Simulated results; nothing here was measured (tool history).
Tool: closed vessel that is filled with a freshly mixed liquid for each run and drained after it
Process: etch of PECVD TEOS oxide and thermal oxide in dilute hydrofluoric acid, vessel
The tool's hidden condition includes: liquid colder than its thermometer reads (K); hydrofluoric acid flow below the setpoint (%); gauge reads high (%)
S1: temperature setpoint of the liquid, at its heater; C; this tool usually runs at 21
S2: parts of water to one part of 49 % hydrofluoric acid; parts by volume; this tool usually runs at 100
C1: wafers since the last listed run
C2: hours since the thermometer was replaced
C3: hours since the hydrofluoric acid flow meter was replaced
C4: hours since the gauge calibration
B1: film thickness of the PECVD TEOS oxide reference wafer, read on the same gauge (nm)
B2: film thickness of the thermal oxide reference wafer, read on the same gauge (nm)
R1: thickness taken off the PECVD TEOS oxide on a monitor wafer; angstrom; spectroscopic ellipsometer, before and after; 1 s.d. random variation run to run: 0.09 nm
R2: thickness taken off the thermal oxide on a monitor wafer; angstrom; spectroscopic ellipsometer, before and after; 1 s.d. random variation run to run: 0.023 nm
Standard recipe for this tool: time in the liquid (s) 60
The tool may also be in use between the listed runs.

Run 1, hour 0: usual settings; C1 0; C2 2381.9; C3 1162.1; C4 1017.2; B1 109.19; B2 129.073. Result: R1 137.1 angstrom, R2 25.54 angstrom.
Run 2, hour 66.6: usual settings; C1 5548; C2 2448.5; C3 1228.7; C4 1083.8; B1 109.07; B2 128.867. Result: R1 135.3 angstrom, R2 25.21 angstrom.
Run 3, hour 131.7: usual settings; C1 5423; C2 2513.6; C3 1293.8; C4 1148.9; B1 108.93; B2 128.672. Result: R1 134.7 angstrom, R2 25.32 angstrom.
Run 4, hour 168.1: usual settings; C1 3032; C2 2550; C3 1330.2; C4 1185.3; B1 108.82; B2 128.591. Result: R1 136.3 angstrom, R2 25.3 angstrom.
Run 5, hour 226.6: usual settings; C1 4873; C2 2608.5; C3 1388.7; C4 1243.8; B1 108.65; B2 128.433. Result: R1 134.9 angstrom, R2 24.89 angstrom.
Run 6, hour 269.6: usual settings; C1 3582; C2 2651.5; C3 1431.7; C4 1286.8; B1 108.6; B2 128.266. Result: R1 134.4 angstrom, R2 25.29 angstrom.
Run 7, hour 293.9: usual settings; C1 2024; C2 2675.8; C3 1456; C4 1311.1; B1 108.51; B2 128.191. Result: R1 135.1 angstrom, R2 24.94 angstrom.
Run 8, hour 331.4: usual settings but S2 70 parts by volume; C1 3123; C2 2713.3; C3 1493.5; C4 1348.6; B1 108.36; B2 128.061. Result: R1 196.4 angstrom, R2 37.03 angstrom.
Run 9, hour 376.2: usual settings but S1 18 C, S2 85 parts by volume, time in the liquid (s) 45; C1 3732; C2 2758.1; C3 1538.3; C4 1393.4; B1 108.2; B2 127.919. Result: R1 106.9 angstrom, R2 19.64 angstrom.
Run 10, hour 405: usual settings but S2 125 parts by volume, time in the liquid (s) 40; C1 2399; C2 2786.9; C3 1567.1; C4 1422.2; B1 108.11; B2 127.827. Result: R1 70.3 angstrom, R2 12.96 angstrom.
At hour 436.4: thermometer replaced.
Run 11, hour 458.5: usual settings but S1 19.5 C, S2 70 parts by volume, time in the liquid (s) 70; C1 4373; C2 22.1; C3 1620.6; C4 1475.7; B1 108.02; B2 127.621. Result: R1 218.3 angstrom, R2 40.18 angstrom.
Run 12, hour 516.5: usual settings but S1 19.5 C, S2 70 parts by volume, time in the liquid (s) 70; C1 4831; C2 80.1; C3 1678.6; C4 1533.7; B1 107.83; B2 127.413. Result: R1 218.8 angstrom, R2 39.87 angstrom.
Run 13, hour 582: usual settings but S1 17 C, S2 85 parts by volume, time in the liquid (s) 40; C1 5456; C2 145.6; C3 1744.1; C4 1599.2; B1 107.58; B2 127.163. Result: R1 90.2 angstrom, R2 16.74 angstrom.
At hour 602.1: gauge calibrated.
At hour 622.2: hydrofluoric acid flow meter replaced.
Run 14, hour 633.7: usual settings but time in the liquid (s) 30; C1 4223; C2 197.3; C3 11.5; C4 31.6; B1 110.97; B2 131.175. Result: R1 68 angstrom, R2 12.79 angstrom.
Run 15, hour 689.6: usual settings but S1 19.5 C, S2 150 parts by volume, time in the liquid (s) 50; C1 4656; C2 253.2; C3 67.4; C4 87.5; B1 111.01; B2 131.184. Result: R1 68 angstrom, R2 12.86 angstrom.
Run 16, hour 849.2: usual settings but S2 140 parts by volume; C1 13295; C2 412.8; C3 227; C4 247.1; B1 111; B2 131.141. Result: R1 94.8 angstrom, R2 17.42 angstrom.
Run 17, hour 917.2: usual settings but S1 22.5 C, S2 130 parts by volume, time in the liquid (s) 80; C1 5664; C2 480.8; C3 295; C4 315.1; B1 110.9; B2 131.075. Result: R1 147.2 angstrom, R2 27.12 angstrom.
Run 18, hour 981.6: usual settings; C1 5364; C2 545.2; C3 359.4; C4 379.5; B1 110.88; B2 131.016. Result: R1 138.7 angstrom, R2 25.8 angstrom.
Run 19, hour 1033.3: usual settings but S1 18 C; C1 4306; C2 596.9; C3 411.1; C4 431.2; B1 110.85; B2 130.951. Result: R1 121.4 angstrom, R2 22.31 angstrom.
Run 20, hour 1080.1: usual settings but S1 17 C, S2 65 parts by volume; C1 3898; C2 643.7; C3 457.9; C4 478; B1 110.75; B2 130.911. Result: R1 186.1 angstrom, R2 34.61 angstrom.
Run 21, hour 1115.1: usual settings; C1 2915; C2 678.7; C3 492.9; C4 513; B1 110.73; B2 130.891. Result: R1 138.6 angstrom, R2 25.82 angstrom.
Run 22, hour 1169.8: usual settings but S2 130 parts by volume, time in the liquid (s) 75; C1 4556; C2 733.4; C3 547.6; C4 567.7; B1 110.69; B2 130.793. Result: R1 127.5 angstrom, R2 23.67 angstrom.
Run 23, hour 1237.1: usual settings but S1 17 C, S2 65 parts by volume; C1 5606; C2 800.7; C3 614.9; C4 635; B1 110.62; B2 130.706. Result: R1 187.3 angstrom, R2 33.85 angstrom.
Run 24, hour 1436.6: usual settings; C1 16619; C2 1000.2; C3 814.4; C4 834.5; B1 110.27; B2 130.334. Result: R1 136.9 angstrom, R2 25.36 angstrom.
Run 25, hour 1504.9: usual settings but time in the liquid (s) 90; C1 5689; C2 1068.5; C3 882.7; C4 902.8; B1 110.12; B2 130.208. Result: R1 207.3 angstrom, R2 38.1 angstrom.
Run 26, hour 1576.6: usual settings but S2 135 parts by volume, time in the liquid (s) 40; C1 5972; C2 1140.2; C3 954.4; C4 974.5; B1 109.96; B2 130.014. Result: R1 65.2 angstrom, R2 12.1 angstrom.
Run 27, hour 1601.3: usual settings but S1 19 C, S2 85 parts by volume; C1 2057; C2 1164.9; C3 979.1; C4 999.2; B1 109.95; B2 129.955. Result: R1 150.9 angstrom, R2 28.2 angstrom.

State the hidden condition of the tool at each of the runs:
liquid colder than its thermometer reads (K): 0 on each run
hydrofluoric acid flow below the setpoint (%): 0 on each run
H1: gauge reads high (%)
run       H1
  1   -0.736
  2    -0.87
  3    -1.01
  4    -1.09
  5    -1.22
  6    -1.33
  7    -1.39
  8    -1.48
  9     -1.6
 10    -1.68
 11    -1.83
 12    -1.99
 13    -2.19
 14    0.922
 15    0.916
 16    0.865
 17    0.828
 18    0.786
 19    0.746
 20    0.705
 21    0.672
 22    0.616
 23    0.539
 24    0.259
 25    0.146
 26   0.0178
 27  -0.0286
